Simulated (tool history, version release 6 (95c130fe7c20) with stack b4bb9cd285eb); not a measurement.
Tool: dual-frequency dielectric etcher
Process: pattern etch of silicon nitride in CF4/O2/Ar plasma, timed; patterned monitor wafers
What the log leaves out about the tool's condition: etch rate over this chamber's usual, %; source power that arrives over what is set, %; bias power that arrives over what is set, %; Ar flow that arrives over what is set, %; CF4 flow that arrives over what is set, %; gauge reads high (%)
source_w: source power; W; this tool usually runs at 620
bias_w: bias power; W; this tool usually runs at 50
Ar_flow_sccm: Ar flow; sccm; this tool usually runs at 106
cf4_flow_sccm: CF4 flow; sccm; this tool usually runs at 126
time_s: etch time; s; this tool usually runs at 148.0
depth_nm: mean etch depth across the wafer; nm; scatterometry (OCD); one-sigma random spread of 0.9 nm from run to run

run	day	source_w	bias_w	Ar_flow_sccm	cf4_flow_sccm	time_s	wafers since the last listed run	hours since the last wet clean	hours since the last source power generator calibration	hours since the last bias power generator calibration	hours since the last Ar flow controller change	hours since the last CF4 flow controller change	hours since the last upper electrode change	hours since the gauge calibration	read-back reference wafer on the same gauge, depth_nm	depth_nm
1	0.000	620	50	106	126	148.0	0	227.3	2069.3	2558.0	3702.1	5241.7	2525.8	181.4	336.3	347.1
2	1.383	620	50	106	126	148.0	294	260.5	2102.5	2591.2	3735.3	5274.9	2559.0	214.6	336.0	347.1
3	2.304	620	50	106	126	148.0	195	282.6	2124.6	2613.3	3757.4	5297.0	2581.1	236.7	335.7	347.1
# day 4.204: upper electrode replaced
4	4.225	620	50	106	126	148.0	195	328.7	2170.7	2659.4	3803.5	5343.1	0.5	282.8	335.9	345.6
5	4.308	620	46	106	126	148.0	17	330.7	2172.7	2661.4	3805.5	5345.1	2.5	284.8	335.9	338.9
6	5.575	620	46	106	126	148.0	269	361.1	2203.1	2691.8	3835.9	5375.5	32.9	315.2	336.0	336.2
7	6.854	660	50	106	126	148.0	272	391.8	2233.8	2722.5	3866.6	5406.2	63.6	345.9	336.4	368.5
8	8.267	620	50	106	126	127.0	300	425.7	2267.7	2756.4	3900.5	5440.1	97.5	379.8	336.1	295.6
9	8.854	620	58	106	126	148.0	125	439.8	2281.8	2770.5	3914.6	5454.2	111.6	393.9	336.0	360.6
10	9.446	620	50	106	108	148.0	125	454.0	2296.0	2784.7	3928.8	5468.4	125.8	408.1	335.8	336.3
# day 9.917: CF4 flow controller replaced
11	10.396	560	50	114	126	148.0	148	476.8	2318.8	2807.5	3951.6	11.5	148.6	430.9	335.8	307.2
# day 12.000: wet clean of the chamber
12	12.021	620	50	106	126	148.0	132	0.5	2357.8	2846.5	3990.6	50.5	187.6	469.9	336.0	352.4
13	12.912	570	45	106	126	174.5	189	21.9	2379.2	2867.9	4012.0	71.9	209.0	491.3	336.2	367.3
14	14.212	620	50	106	126	148.0	276	53.1	2410.4	2899.1	4043.2	103.1	240.2	522.5	335.8	350.6
# day 14.992: gauge calibrated
15	15.242	620	50	106	126	148.0	218	77.8	2435.1	2923.8	4067.9	127.8	264.9	6.0	336.1	353.7
16	16.379	620	50	106	158	159.5	242	105.1	2462.4	2951.1	4095.2	155.1	292.2	33.3	335.9	390.6
# day 17.046: source power generator calibrated
# day 17.338: Ar flow controller replaced
17	17.704	620	50	106	126	148.0	193	136.9	15.8	2982.9	8.8	186.9	324.0	65.1	335.8	351.4
# day 18.438: bias power generator calibrated
18	21.604	620	50	82	126	148.0	794	230.5	109.4	76.0	102.4	280.5	417.6	158.7	335.9	359.1
19	22.675	620	50	118	126	148.0	227	256.2	135.1	101.7	128.1	306.2	443.3	184.4	335.8	345.0
20	23.588	620	50	106	126	148.0	194	278.1	157.0	123.6	150.0	328.1	465.2	206.3	336.2	348.4
21	24.129	620	45	91	126	106.0	115	291.1	170.0	136.6	163.0	341.1	478.2	219.3	336.1	246.0
22	25.592	480	50	90	149	148.0	311	326.2	205.1	171.7	198.1	376.2	513.3	254.4	336.1	273.4

3 options for the next run, each taken on its own from the tool as it stands now. Forecast them:
A	25.612	620	50	106	126	148.0	4	326.7	205.6	172.2	198.6	376.7	513.8	254.9	?	?
B	25.612	670	50	106	101	121.0	4	326.7	205.6	172.2	198.6	376.7	513.8	254.9	?	?
C	25.612	500	50	106	126	148.0	4	326.7	205.6	172.2	198.6	376.7	513.8	254.9	?	?

run	read-back reference wafer on the same gauge, depth_nm	depth_nm
A	335.7	345.4
B	335.7	294.5
C	335.7	273.5
Take away the tool's hidden state, keep each run's random variation, and the runs would have read:
run	depth_nm
A	349.2
B	297.7
C	276.5
